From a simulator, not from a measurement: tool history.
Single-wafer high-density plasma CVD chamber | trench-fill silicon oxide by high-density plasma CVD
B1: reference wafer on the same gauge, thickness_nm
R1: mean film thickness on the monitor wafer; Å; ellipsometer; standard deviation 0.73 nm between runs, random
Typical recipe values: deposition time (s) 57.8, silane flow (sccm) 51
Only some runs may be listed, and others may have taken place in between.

{"run": 1, "day": 0.0, "deposition time (s)": 57.8, "silane flow (sccm)": 51, "B1": 271.192, "R1": 2756.14}
{"run": 2, "day": 0.671, "deposition time (s)": 57.8, "silane flow (sccm)": 51, "B1": 271.258, "R1": 2742.65}
{"run": 3, "day": 0.988, "deposition time (s)": 57.8, "silane flow (sccm)": 51, "B1": 271.024, "R1": 2751.4}
{"run": 4, "day": 1.583, "deposition time (s)": 49.4, "silane flow (sccm)": 51, "B1": 270.822, "R1": 2354.41}
{"run": 5, "day": 2.029, "deposition time (s)": 57.8, "silane flow (sccm)": 51, "B1": 271.107, "R1": 2738.45}
{"run": 6, "day": 2.567, "deposition time (s)": 57.8, "silane flow (sccm)": 51, "B1": 270.999, "R1": 2751.25}
{"run": 7, "day": 3.004, "deposition time (s)": 52.0, "silane flow (sccm)": 51, "B1": 270.995, "R1": 2479.07}
{"run": 8, "day": 3.571, "deposition time (s)": 52.0, "silane flow (sccm)": 51, "B1": 270.955, "R1": 2468.71}
{"run": 9, "day": 4.033, "deposition time (s)": 57.8, "silane flow (sccm)": 51, "B1": 270.99, "R1": 2738.89}
{"run": 10, "day": 4.288, "deposition time (s)": 57.8, "silane flow (sccm)": 51, "B1": 270.978, "R1": 2751.17}
{"run": 11, "day": 4.838, "deposition time (s)": 57.8, "silane flow (sccm)": 51, "B1": 271.024, "R1": 2756.94}
{"day": 6.562, "done": "silane flow controller replaced"}
{"run": 12, "day": 6.583, "deposition time (s)": 57.8, "silane flow (sccm)": 51, "B1": 270.808, "R1": 2739.76}
{"run": 13, "day": 6.767, "deposition time (s)": 57.8, "silane flow (sccm)": 51, "B1": 271.065, "R1": 2748.08}
{"run": 14, "day": 7.408, "deposition time (s)": 57.8, "silane flow (sccm)": 51, "B1": 270.995, "R1": 2747.96}
{"run": 15, "day": 7.871, "deposition time (s)": 57.8, "silane flow (sccm)": 51, "B1": 271.08, "R1": 2746.93}
{"run": 16, "day": 8.612, "deposition time (s)": 57.8, "silane flow (sccm)": 51, "B1": 271.007, "R1": 2768.03}
{"run": 17, "day": 8.971, "deposition time (s)": 57.8, "silane flow (sccm)": 59, "B1": 271.264, "R1": 3090.85}
{"run": 18, "day": 9.704, "deposition time (s)": 50.1, "silane flow (sccm)": 51, "B1": 270.852, "R1": 2383.51}
{"run": 19, "day": 10.304, "deposition time (s)": 50.1, "silane flow (sccm)": 51, "B1": 270.838, "R1": 2384.11}
{"run": 20, "day": 11.021, "deposition time (s)": 57.8, "silane flow (sccm)": 51, "B1": 271.092, "R1": 2760.56}
{"run": 21, "day": 11.392, "deposition time (s)": 68.8, "silane flow (sccm)": 46, "B1": 270.943, "R1": 3016.98}
{"run": 22, "day": 11.896, "deposition time (s)": 57.8, "silane flow (sccm)": 51, "B1": 270.982, "R1": 2756.71}
{"run": 23, "day": 12.325, "deposition time (s)": 67.7, "silane flow (sccm)": 60, "B1": 270.904, "R1": 3696.04}
{"run": 24, "day": 12.754, "deposition time (s)": 67.7, "silane flow (sccm)": 54, "B1": 270.916, "R1": 3379.78}
{"day": 13.488, "done": "gauge calibrated"}
{"run": 25, "day": 13.762, "deposition time (s)": 64.3, "silane flow (sccm)": 47, "B1": 270.952, "R1": 2864.11}
{"run": 26, "day": 14.4, "deposition time (s)": 49.3, "silane flow (sccm)": 41, "B1": 270.984, "R1": 1977.01}
{"run": 27, "day": 15.017, "deposition time (s)": 47.6, "silane flow (sccm)": 58, "B1": 271.058, "R1": 2506.7}
{"run": 28, "day": 15.271, "deposition time (s)": 62.7, "silane flow (sccm)": 45, "B1": 271.172, "R1": 2705.01}
{"run": 29, "day": 15.654, "deposition time (s)": 57.8, "silane flow (sccm)": 51, "B1": 271.001, "R1": 2762.15}
{"run": 30, "day": 16.142, "deposition time (s)": 52.9, "silane flow (sccm)": 44, "B1": 271.056, "R1": 2241.99}
{"run": 31, "day": 16.512, "deposition time (s)": 65.9, "silane flow (sccm)": 47, "B1": 270.97, "R1": 2935.4}
{"run": 32, "day": 16.946, "deposition time (s)": 50.1, "silane flow (sccm)": 51, "B1": 271.115, "R1": 2381.1}
{"run": 33, "day": 17.233, "deposition time (s)": 49.7, "silane flow (sccm)": 60, "B1": 271.034, "R1": 2706.84}
{"run": 34, "day": 17.496, "deposition time (s)": 67.9, "silane flow (sccm)": 51, "B1": 271.184, "R1": 3236.39}
{"run": 35, "day": 17.867, "deposition time (s)": 48.5, "silane flow (sccm)": 51, "B1": 270.836, "R1": 2301.28}
{"run": 36, "day": 18.546, "deposition time (s)": 57.8, "silane flow (sccm)": 46, "B1": 271.12, "R1": 2533.28}
{"run": 37, "day": 18.796, "deposition time (s)": 67.9, "silane flow (sccm)": 59, "B1": 270.96, "R1": 3631.92}
{"run": 38, "day": 19.308, "deposition time (s)": 48.2, "silane flow (sccm)": 44, "B1": 270.716, "R1": 2045.32}
{"run": 39, "day": 19.592, "deposition time (s)": 52.6, "silane flow (sccm)": 45, "B1": 271.092, "R1": 2256.16}

What if the next run were any one of these 4? Each begins from the tool's condition after run 39:
{"run": "A", "day": 19.608, "deposition time (s)": 57.8, "silane flow (sccm)": 51, "B1": "?", "R1": "?"}
{"run": "B", "day": 19.608, "deposition time (s)": 52.9, "silane flow (sccm)": 60, "B1": "?", "R1": "?"}
{"run": "C", "day": 19.608, "deposition time (s)": 50.8, "silane flow (sccm)": 46, "B1": "?", "R1": "?"}
{"run": "D", "day": 19.608, "deposition time (s)": 62.0, "silane flow (sccm)": 51, "B1": "?", "R1": "?"}

run=A B1=270.979 R1=2737.29
run=B B1=270.979 R1=2859.37
run=C B1=270.979 R1=2216.85
run=D B1=270.979 R1=2936.19
Stripped of hidden state, with their random variation kept, the same runs would have yielded:
run=A R1=2737.29
run=B R1=2859.37
run=C R1=2216.85
run=D R1=2936.19
